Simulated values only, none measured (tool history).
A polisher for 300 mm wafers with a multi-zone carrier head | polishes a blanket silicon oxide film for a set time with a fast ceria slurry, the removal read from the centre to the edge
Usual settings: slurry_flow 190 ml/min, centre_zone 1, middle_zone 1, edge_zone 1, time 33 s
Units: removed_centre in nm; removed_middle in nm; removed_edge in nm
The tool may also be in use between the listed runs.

run,day,slurry_flow,centre_zone,middle_zone,edge_zone,time,"incoming thickness of the incoming film, nm",removed_centre,removed_middle,removed_edge
1,0,190,1,1,1,33,2945.4,322.4,322.6,336.9
# day 0.317: centre zone pressure recalibrated
2,0.442,245,1.07,1,1.1,33,2954.4,356.7,332.7,364.9
3,0.933,225,1.04,1,1,33,2943.8,342.7,330.5,348
4,1.588,190,0.92,1,1.06,33,2903.9,291.8,321.9,337.2
5,2.238,215,1.05,1,0.95,37,2967.1,388.3,370.6,372.8
6,2.638,190,1,1,1,33,2928.8,318.7,326.4,330.3
# day 2.821: edge zone pressure recalibrated
7,3.317,190,1,1,1.11,40,2927.9,390.2,386.6,432.9
8,3.604,190,1,1,1,33,2989.2,318.3,318.9,333.3
9,4.275,190,0.95,1.09,1,33,2932,298.3,342.5,336.8
# day 4.896: worn pad replaced by a new one
10,4.917,190,1,1,1,33,2962,313.4,317.6,329.4
11,6.288,190,0.95,1,1,33,2945.5,291,313.7,331.6
12,6.775,190,1.07,1,0.89,33,2897.8,333.8,314.4,306.7
13,7.258,190,1.07,1,1.12,33,2981,325.4,308.7,341.3
# day 7.571: slurry nozzle cleaned
14,7.933,190,1,1,1,33,2926.9,323.9,327.2,338.9
15,8.592,170,1,1.04,1,25,2938,243.4,257.7,257.4
16,8.867,190,0.89,1.04,0.89,40,2953.3,355.3,417.6,399.9
17,9.5,190,1,1,1,33,2986.5,321.6,330,336.4
# day 9.862: worn pad replaced by a new one
18,9.888,190,1,1,1,33,2953.9,326.1,326.5,335.7
19,10.442,190,0.89,0.97,1,33,2909.6,288.3,322.5,343.2
20,10.842,190,1,1.07,1,36,2907.7,344.8,377.5,376.3
21,11.688,190,1,1,1,23,2952,229.6,230.7,240.4

The next listed run, before its measurement:
22,12.221,125,1,1,1,33,2967.5,?,?,?

{"run 22": {"removed_centre": 310.3, "removed_middle": 306.7, "removed_edge": 329.7}}
Without the tool's hidden state the same run would have given removed_centre 312.9 nm, removed_middle 309 nm, removed_edge 331.5 nm.

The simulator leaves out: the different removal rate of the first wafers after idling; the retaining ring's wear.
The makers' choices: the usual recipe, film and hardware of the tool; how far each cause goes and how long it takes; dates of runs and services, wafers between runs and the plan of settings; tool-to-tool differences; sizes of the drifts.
